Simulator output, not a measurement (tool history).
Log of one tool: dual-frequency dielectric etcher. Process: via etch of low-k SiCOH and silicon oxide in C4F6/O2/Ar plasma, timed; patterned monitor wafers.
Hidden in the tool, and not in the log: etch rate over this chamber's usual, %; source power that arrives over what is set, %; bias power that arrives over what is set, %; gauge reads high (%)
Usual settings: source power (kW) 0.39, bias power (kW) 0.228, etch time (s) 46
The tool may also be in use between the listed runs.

run    hour  source power (kW)  bias power (kW)  etch time (s)  wafers since the last listed run  hours since the last wet clean  hours since the last source power generator calibration  hours since the last bias power generator calibration  hours since the last upper electrode change  hours since the gauge calibration  read-back reference wafer on the same gauge, depth_nm  mean etch depth across the wafer (Å)
  1       0               0.39            0.228           55.5                                 0                           263.6                                                     3669                                                 1183.2                                       1750.1                             1970.1                                                   90.5                                  1306
  2    37.1               0.39            0.228             46                               588                           300.7                                                   3706.1                                                 1220.3                                       1787.2                             2007.2                                                   90.3                                  1076
  3   115.4               0.39            0.228             46                              1241                             379                                                   3784.4                                                 1298.6                                       1865.5                             2085.5                                                   90.2                                  1082
  4   165.9               0.39            0.242             46                               800                           429.5                                                   3834.9                                                 1349.1                                         1916                               2136                                                   90.1                                  1106
      256.4  -- wet clean of the chamber
  5   256.9               0.39            0.242             46                              1061                             0.5                                                   3925.9                                                 1440.1                                         2007                               2227                                                     90                                  1104
  6   315.5               0.39            0.242             46                               928                            59.1                                                   3984.5                                                 1498.7                                       2065.6                             2285.6                                                     90                                  1106
  7   403.3               0.39            0.228           35.5                              1391                           146.9                                                   4072.3                                                 1586.5                                       2153.4                             2373.4                                                   89.9                                   824
  8   490.2               0.39            0.228             46                              1377                           233.8                                                   4159.2                                                 1673.4                                       2240.3                             2460.3                                                   89.8                                  1067
  9   550.7               0.39            0.228             46                               958                           294.3                                                   4219.7                                                 1733.9                                       2300.8                             2520.8                                                   89.7                                  1066
 10   624.1               0.39            0.228             57                              1163                           367.7                                                   4293.1                                                 1807.3                                       2374.2                             2594.2                                                   89.6                                  1331
      672.3  -- wet clean of the chamber
 11   691.1               0.39            0.228             57                               681                            18.8                                                   4360.1                                                 1874.3                                       2441.2                             2661.2                                                   89.5                                  1328
      791.7  -- gauge calibrated
      853.9  -- bias power generator calibrated
 12   939.5               0.47            0.228           52.5                              3873                           267.2                                                   4608.5                                                   85.6                                       2689.6                              147.8                                                   92.9                                  1361
     1132.1  -- wet clean of the chamber
     1211.7  -- source power generator calibrated
 13  1229.6               0.33             0.27             42                              4154                            97.5                                                     17.9                                                  375.7                                       2979.7                              437.9                                                   92.5                                  1023
     1257.8  -- upper electrode replaced
 14  1331.1               0.45            0.247             46                              1228                             199                                                    119.4                                                  477.2                                         73.3                              539.4                                                   92.4                                  1198
 15  1406.7               0.33            0.174           52.5                              1198                           274.6                                                      195                                                  552.8                                        148.9                                615                                                   92.3                                  1065
 16  1498.5               0.39            0.203             39                              1455                           366.4                                                    286.8                                                  644.6                                        240.7                              706.8                                                   92.3                                   893
     1570.3  -- wet clean of the chamber
 17    1580               0.31            0.228             46                               911                             9.7                                                    368.3                                                  726.1                                        322.2                              788.3                                                   92.1                                  1027
 18  1638.9               0.49            0.214             52                               933                            68.6                                                    427.2                                                    785                                        381.1                              847.2                                                     92                                  1308
 19  1920.6               0.36            0.253             46                              4465                           350.3                                                    708.9                                                 1066.7                                        662.8                             1128.9                                                   91.7                                  1113
     2034.7  -- wet clean of the chamber
 20  2035.2               0.48            0.243             46                              1436                             0.5                                                    823.5                                                 1181.3                                        777.4                             1243.5                                                   91.6                                  1199
 21    2074               0.39            0.228             46                               615                            39.3                                                    862.3                                                 1220.1                                        816.2                             1282.3                                                   91.5                                  1091
 22    2112               0.39            0.228             46                               602                            77.3                                                    900.3                                                 1258.1                                        854.2                             1320.3                                                   91.5                                  1096
 23  2247.7               0.39            0.209             46                              2150                             213                                                     1036                                                 1393.8                                        989.9                               1456                                                   91.3                                  1059

Forecast each of these 3 alternatives for the next run:
  A  2248.1               0.39            0.254             46                                 6                           213.4                                                   1036.4                                                 1394.2                                        990.3                             1456.4                                                      ?                                     ?
  B  2248.1               0.33            0.204           49.5                                 6                           213.4                                                   1036.4                                                 1394.2                                        990.3                             1456.4                                                      ?                                     ?
  C  2248.1               0.39            0.228           53.5                                 6                           213.4                                                   1036.4                                                 1394.2                                        990.3                             1456.4                                                      ?                                     ?

run  read-back reference wafer on the same gauge, depth_nm  mean etch depth across the wafer (Å)
  A                                                   91.3                                  1140
  B                                                   91.3                                  1063
  C                                                   91.3                                  1268
Without the tool's hidden state the same runs would have given:
run  mean etch depth across the wafer (Å)
  A                                  1161
  B                                  1082
  C                                  1292
